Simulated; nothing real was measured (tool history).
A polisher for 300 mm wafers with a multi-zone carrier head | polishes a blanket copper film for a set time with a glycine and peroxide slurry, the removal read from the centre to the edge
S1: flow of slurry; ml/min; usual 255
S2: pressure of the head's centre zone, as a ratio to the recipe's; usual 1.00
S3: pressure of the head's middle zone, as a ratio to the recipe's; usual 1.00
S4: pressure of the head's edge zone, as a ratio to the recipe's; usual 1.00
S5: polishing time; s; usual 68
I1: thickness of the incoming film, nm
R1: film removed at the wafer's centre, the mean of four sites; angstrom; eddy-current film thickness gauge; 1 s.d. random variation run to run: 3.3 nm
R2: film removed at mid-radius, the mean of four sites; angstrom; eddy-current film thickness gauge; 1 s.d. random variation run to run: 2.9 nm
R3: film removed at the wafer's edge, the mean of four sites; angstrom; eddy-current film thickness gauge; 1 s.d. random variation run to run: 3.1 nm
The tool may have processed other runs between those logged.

| run | day | S1 | S2 | S3 | S4 | S5 | I1 | R1 | R2 | R3 |
|---|---|---|---|---|---|---|---|---|---|---|
| 1 | 0.000 | 320 | 0.95 | 1.00 | 1.00 | 68 | 1745.9 | 2816 | 2719 | 2801 |
| 2 | 1.650 | 255 | 1.00 | 1.00 | 1.00 | 68 | 1735.8 | 2796 | 2560 | 2709 |
| 3 | 4.558 | 255 | 1.00 | 1.00 | 1.00 | 68 | 1736.3 | 2541 | 2431 | 2530 |
|  | 5.129 | slurry nozzle cleaned |
|  | 5.538 | worn pad replaced by a new one |
| 4 | 7.079 | 255 | 1.00 | 1.00 | 1.00 | 68 | 1719.9 | 2943 | 2730 | 2861 |
| 5 | 8.196 | 305 | 1.00 | 1.00 | 1.00 | 68 | 1741.5 | 3014 | 2790 | 2854 |
|  | 8.742 | centre zone pressure recalibrated |
|  | 9.338 | carrier head's membrane replaced by a new one |
| 6 | 10.025 | 305 | 1.00 | 1.00 | 1.00 | 68 | 1741.6 | 2801 | 2802 | 2871 |
| 7 | 11.975 | 255 | 0.94 | 1.00 | 1.00 | 68 | 1729.5 | 2615 | 2679 | 2779 |
| 8 | 14.042 | 255 | 0.94 | 1.00 | 1.00 | 68 | 1736.7 | 2551 | 2606 | 2693 |
|  | 15.538 | slurry nozzle cleaned |
| 9 | 15.721 | 255 | 0.94 | 1.00 | 1.00 | 68 | 1742.9 | 2701 | 2716 | 2759 |
|  | 16.183 | worn pad replaced by a new one |
| 10 | 21.188 | 255 | 0.94 | 1.05 | 1.00 | 68 | 1763.1 | 2731 | 2846 | 2757 |
|  | 22.917 | edge zone pressure recalibrated |
| 11 | 23.808 | 255 | 0.94 | 0.95 | 1.00 | 68 | 1742.9 | 2654 | 2506 | 2715 |
| 12 | 26.450 | 225 | 1.00 | 1.00 | 1.00 | 87 | 1754.1 | 3292 | 3101 | 3299 |
|  | 27.112 | slurry nozzle cleaned |
|  | 27.188 | worn pad replaced by a new one |
| 13 | 28.038 | 255 | 1.00 | 1.00 | 0.89 | 68 | 1750.5 | 2890 | 2747 | 2640 |
| 14 | 29.138 | 255 | 1.00 | 1.00 | 1.00 | 68 | 1737.2 | 2967 | 2766 | 2821 |
| 15 | 30.212 | 300 | 1.00 | 1.10 | 1.00 | 68 | 1752.5 | 2949 | 3053 | 2834 |
| 16 | 32.554 | 255 | 1.00 | 1.03 | 1.00 | 79 | 1731.2 | 3346 | 3226 | 3194 |
| 17 | 33.921 | 280 | 0.91 | 1.10 | 1.00 | 68 | 1755.5 | 2826 | 2930 | 2755 |
| 18 | 35.296 | 255 | 1.00 | 1.00 | 1.00 | 68 | 1721.8 | 2876 | 2621 | 2679 |
|  | 37.546 | worn pad replaced by a new one |
| 19 | 37.567 | 255 | 1.00 | 1.00 | 1.00 | 68 | 1732.2 | 2785 | 2576 | 2660 |
| 20 | 39.608 | 165 | 0.93 | 1.00 | 1.09 | 68 | 1750.0 | 2196 | 2205 | 2527 |
|  | 40.362 | slurry nozzle cleaned |
| 21 | 40.854 | 255 | 1.00 | 1.00 | 1.00 | 68 | 1713.0 | 2981 | 2761 | 2815 |
|  | 42.588 | centre zone pressure recalibrated |
| 22 | 42.742 | 255 | 0.96 | 0.97 | 1.00 | 68 | 1733.5 | 2593 | 2657 | 2814 |
| 23 | 44.512 | 315 | 1.06 | 0.90 | 1.00 | 68 | 1730.1 | 2979 | 2539 | 2829 |

Hidden state or all else? Some run-to-run changes of R1, split into what the settings, what came in and random variation would give without the hidden state, and what is left for the hidden state (with any gauge scatter that isn't in both results):
Hidden state present: removal rate lost through wear of the pad, %; slurry flow missing at the pad, %; deviation of the centre zone's pressure from its setpoint, %; deviation of the edge zone's pressure from its setpoint, %.
Run 3 -> 4: slurry nozzle cleaned, worn pad replaced by a new one. R1 +402 angstrom: hidden state +424, all else -22.
Run 11 -> 12: S1 255 -> 225, S2 0.94 -> 1.00, S3 0.95 -> 1.00, S5 68 -> 87. R1 +638 angstrom: hidden state -164, all else +802.
Run 20 -> 21: S1 165 -> 255, S2 0.93 -> 1.00, S4 1.09 -> 1.00, slurry nozzle cleaned. R1 +785 angstrom: hidden state +457, all else +328.
